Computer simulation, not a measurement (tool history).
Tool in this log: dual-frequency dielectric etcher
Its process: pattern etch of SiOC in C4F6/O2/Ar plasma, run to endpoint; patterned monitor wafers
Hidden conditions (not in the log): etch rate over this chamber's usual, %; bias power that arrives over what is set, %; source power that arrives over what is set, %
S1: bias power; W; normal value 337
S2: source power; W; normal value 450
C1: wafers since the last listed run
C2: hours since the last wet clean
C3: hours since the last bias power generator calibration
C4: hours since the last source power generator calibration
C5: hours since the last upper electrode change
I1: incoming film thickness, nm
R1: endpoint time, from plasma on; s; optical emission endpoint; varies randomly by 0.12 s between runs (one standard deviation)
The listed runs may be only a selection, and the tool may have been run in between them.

run	day	S1	S2	C1	C2	C3	C4	C5	I1	R1
1	0.000	337	450	0	327.8	2301.3	4092.9	5378.9	37.78	13.6
2	0.679	337	450	185	344.1	2317.6	4109.2	5395.2	37.73	13.8
3	1.954	300	400	347	374.7	2348.2	4139.8	5425.8	37.86	14.8
4	3.392	308	410	391	409.2	2382.7	4174.3	5460.3	37.69	14.5
5	4.454	308	410	289	434.7	2408.2	4199.8	5485.8	37.97	14.8
6	5.721	308	410	345	465.1	2438.6	4230.2	5516.2	38.08	14.8
7	6.292	337	450	155	478.8	2452.3	4243.9	5529.9	37.65	13.9
8	7.354	337	450	289	504.3	2477.8	4269.4	5555.4	37.20	13.7
9	8.833	337	450	403	539.8	2513.3	4304.9	5590.9	37.94	14.2
10	9.746	337	450	248	561.7	2535.2	4326.8	5612.8	37.94	14.2
11	10.346	337	450	163	576.1	2549.6	4341.2	5627.2	37.61	14.0
# day 12.158: wet clean of the chamber
# day 12.871: upper electrode replaced, of another model than before
# day 14.171: bias power generator calibrated
12	14.629	337	450	654	59.3	11.0	4444.0	42.2	37.71	13.1
13	15.233	337	450	164	73.8	25.5	4458.5	56.7	37.85	13.3
14	19.517	394	450	1167	176.6	128.3	4561.3	159.5	37.66	12.9
15	20.408	394	450	243	198.0	149.7	4582.7	180.9	38.02	13.3
16	21.358	394	450	258	220.8	172.5	4605.5	203.7	38.08	13.1
17	22.754	337	450	380	254.3	206.0	4639.0	237.2	37.70	13.4
18	23.792	337	450	282	279.2	230.9	4663.9	262.1	37.73	13.4
# day 24.792: source power generator calibrated
19	24.858	337	450	245	304.8	256.5	1.6	287.7	37.71	13.5
20	25.654	337	450	216	323.9	275.6	20.7	306.8	38.13	13.7
21	26.271	337	450	168	338.7	290.4	35.5	321.6	38.07	13.7
22	27.675	337	520	382	372.4	324.1	69.2	355.3	38.04	13.2
23	28.546	393	500	237	393.3	345.0	90.1	376.2	37.99	13.1
24	29.888	407	410	365	425.5	377.2	122.3	408.4	38.14	13.9
25	30.450	337	540	153	439.0	390.7	135.8	421.9	37.81	13.1
26	31.025	283	500	156	452.8	404.5	149.6	435.7	38.27	14.2
# day 32.779: wet clean of the chamber
27	32.800	410	410	211	0.5	447.1	192.2	478.3	37.53	13.1
28	33.458	308	410	179	16.3	462.9	208.0	494.1	37.64	13.8
29	34.825	337	370	372	49.1	495.7	240.8	526.9	37.65	14.0
30	35.842	337	450	277	73.5	520.1	265.2	551.3	38.02	13.5
31	36.929	418	450	296	99.6	546.2	291.3	577.4	38.00	12.9
32	37.829	262	350	245	121.2	567.8	312.9	599.0	37.26	14.6
33	38.838	255	500	274	145.4	592.0	337.1	623.2	38.19	13.8
34	40.192	273	450	369	177.9	624.5	369.6	655.7	37.94	14.1
35	40.717	377	450	143	190.5	637.1	382.2	668.3	37.78	13.4

4 ways to go on from here, each from the tool as it stands after run 35. What would each give?
A	40.733	392	450	4	190.9	637.5	382.6	668.7	37.68	?
B	40.733	410	340	4	190.9	637.5	382.6	668.7	37.68	?
C	40.733	378	550	4	190.9	637.5	382.6	668.7	37.68	?
D	40.733	337	410	4	190.9	637.5	382.6	668.7	37.68	?

run	R1
A	13.4
B	14.1
C	12.8
D	14.0
With no hidden state in the tool, these same runs would have given:
run	R1
A	13.0
B	13.8
C	12.5
D	13.6
